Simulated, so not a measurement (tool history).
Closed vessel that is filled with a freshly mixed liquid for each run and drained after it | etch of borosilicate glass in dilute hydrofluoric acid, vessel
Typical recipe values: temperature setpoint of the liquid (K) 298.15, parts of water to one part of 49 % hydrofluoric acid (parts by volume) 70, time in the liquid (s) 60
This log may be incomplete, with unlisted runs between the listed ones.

| run | hour | temperature setpoint of the liquid (K) | parts of water to one part of 49 % hydrofluoric acid (parts by volume) | time in the liquid (s) | read-back film thickness of the borosilicate glass reference wafer, read on the same gauge (nm) | thickness taken off the borosilicate glass on a monitor wafer (Å) |
|---|---|---|---|---|---|---|
| 1 | 0 | 298.15 | 70 | 60 | 120.01 | 339.2 |
| 2 | 43.3 | 298.15 | 70 | 60 | 120 | 338.5 |
| 3 | 110.2 | 298.15 | 70 | 60 | 120 | 334.6 |
| 4 | 299.3 | 298.15 | 70 | 60 | 119.97 | 343.7 |
| 5 | 345.4 | 298.15 | 70 | 60 | 120 | 340 |
| 6 | 432.4 | 298.15 | 70 | 60 | 120 | 345.8 |
| 7 | 522.1 | 298.15 | 70 | 60 | 120 | 351.6 |
|  | 569.2 | thermometer replaced |
|  | 598 | hydrofluoric acid flow meter replaced |
| 8 | 599 | 298.15 | 70 | 60 | 120 | 314.5 |
| 9 | 660.9 | 300.65 | 90 | 75 | 120.02 | 330.7 |
| 10 | 740.5 | 293.65 | 100 | 40 | 119.99 | 119.5 |
| 11 | 785.3 | 300.15 | 55 | 40 | 119.98 | 302.1 |
|  | 838.1 | gauge calibrated |
| 12 | 867.6 | 298.15 | 70 | 60 | 120 | 322.7 |
| 13 | 908.4 | 298.15 | 70 | 60 | 119.98 | 320.8 |
| 14 | 985.1 | 301.15 | 105 | 30 | 119.99 | 114.6 |
| 15 | 1072.7 | 302.65 | 90 | 85 | 120.01 | 420.6 |
| 16 | 1174.7 | 293.15 | 100 | 60 | 119.98 | 182.5 |
| 17 | 1256 | 298.15 | 70 | 60 | 120.01 | 325.8 |

Same runs, no hidden state in the tool, same run-to-run variation:
Hidden state present: liquid hotter than its thermometer reads (K); hydrofluoric acid flow above the setpoint (%); gauge reads high (%).
| run | thickness taken off the borosilicate glass on a monitor wafer (Å) |
|---|---|
| 1 | 320.5 |
| 2 | 319.1 |
| 3 | 314.2 |
| 4 | 319.7 |
| 5 | 315.4 |
| 6 | 319.4 |
| 7 | 323.3 |
| 8 | 313.9 |
| 9 | 328.9 |
| 10 | 118.4 |
| 11 | 298.6 |
| 12 | 317.4 |
| 13 | 314.8 |
| 14 | 111.9 |
| 15 | 408.7 |
| 16 | 176.4 |
| 17 | 313.8 |
